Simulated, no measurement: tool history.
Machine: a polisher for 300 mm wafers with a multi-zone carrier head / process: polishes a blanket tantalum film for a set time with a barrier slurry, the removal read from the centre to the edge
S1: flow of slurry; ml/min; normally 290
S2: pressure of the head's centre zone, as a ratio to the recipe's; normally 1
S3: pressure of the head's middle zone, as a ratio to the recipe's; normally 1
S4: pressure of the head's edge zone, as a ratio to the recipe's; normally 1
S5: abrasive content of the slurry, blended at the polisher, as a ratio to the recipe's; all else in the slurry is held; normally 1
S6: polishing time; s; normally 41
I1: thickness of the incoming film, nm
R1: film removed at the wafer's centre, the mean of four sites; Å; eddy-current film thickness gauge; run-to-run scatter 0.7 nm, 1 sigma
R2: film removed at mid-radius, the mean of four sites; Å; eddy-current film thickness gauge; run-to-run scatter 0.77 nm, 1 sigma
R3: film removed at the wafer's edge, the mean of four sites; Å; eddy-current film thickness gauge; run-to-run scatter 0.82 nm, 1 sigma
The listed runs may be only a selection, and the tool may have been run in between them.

run   hour   S1    S2    S3    S4    S5  S6     I1    R1    R2    R3
  1      0  290  0.97     1     1     1  41  210.8   786   799   813
  2   33.9  290     1     1     1     1  37  213.5   733   715   734
        39  -- worn pad replaced by a new one
  3   59.6  290     1     1     1     1  37  212.3   730   715   740
  4   86.8  290     1     1     1     1  37  207.9   730   703   741
  5  110.7  290     1     1     1     1  41  208.6   809   801   821
  6  134.9  290     1     1     1     1  41  210.3   803   791   816
       165  -- worn pad replaced by a new one
  7  167.7  290     1     1     1     1  41  210.5   807   798   816
  8  195.2  290     1     1     1     1  41  209.1   799   766   833
     231.9  -- slurry nozzle cleaned
  9  250.6  290     1     1     1     1  41    207   810   789   820
     259.5  -- centre zone pressure recalibrated
     264.2  -- worn pad replaced by a new one
 10  276.7  290     1     1     1     1  41  207.3   819   789   831
 11  291.1  290     1     1   0.9     1  34    207   671   639   649
     307.4  -- edge zone pressure recalibrated
 12  314.4  290     1     1     1     1  41    206   814   777   805
 13  335.2  290     1     1     1     1  41  213.7   808   780   816
 14    362  290     1     1     1     1  41    213   807   800   816
     380.8  -- worn pad replaced by a new one
 15  381.3  290     1     1     1     1  32  212.9   631   609   636
     393.8  -- carrier head's membrane replaced by a new one
 16    395  290     1     1     1     1  54  210.6  1055  1033  1076
 17    414  340     1     1     1   0.9  41  210.1   805   784   812
 18  426.6  290     1  1.06     1     1  41  210.7   819   804   815
 19  457.6  290     1     1     1     1  41  213.6   815   784   822
 20  485.9  385     1     1     1     1  41  213.3   832   802   826
       494  -- worn pad replaced by a new one
 21  498.3  290     1  0.95     1     1  36  208.7   710   673   714
 22  519.3  290  0.94  0.94  0.94  1.25  41  209.8   792   798   836

Branching from run 22: 4 alternative next runs. What would each branch give?
  A  519.7  290  1.05   1     1     1  41  208.6   ?   ?   ?
  B  519.7  360     1   1   1.1     1  41  208.6   ?   ?   ?
  C  519.7  290     1   1     1  0.75  41  208.6   ?   ?   ?
  D  519.7  200     1   1  0.89     1  35  208.6   ?   ?   ?

run   R1   R2   R3
  A  848  784  829
  B  822  797  880
  C  765  743  785
  D  664  648  653
What these runs would have given with no unlogged condition in the tool:
run   R1   R2   R3
  A  848  784  829
  B  822  797  880
  C  765  743  785
  D  664  648  653

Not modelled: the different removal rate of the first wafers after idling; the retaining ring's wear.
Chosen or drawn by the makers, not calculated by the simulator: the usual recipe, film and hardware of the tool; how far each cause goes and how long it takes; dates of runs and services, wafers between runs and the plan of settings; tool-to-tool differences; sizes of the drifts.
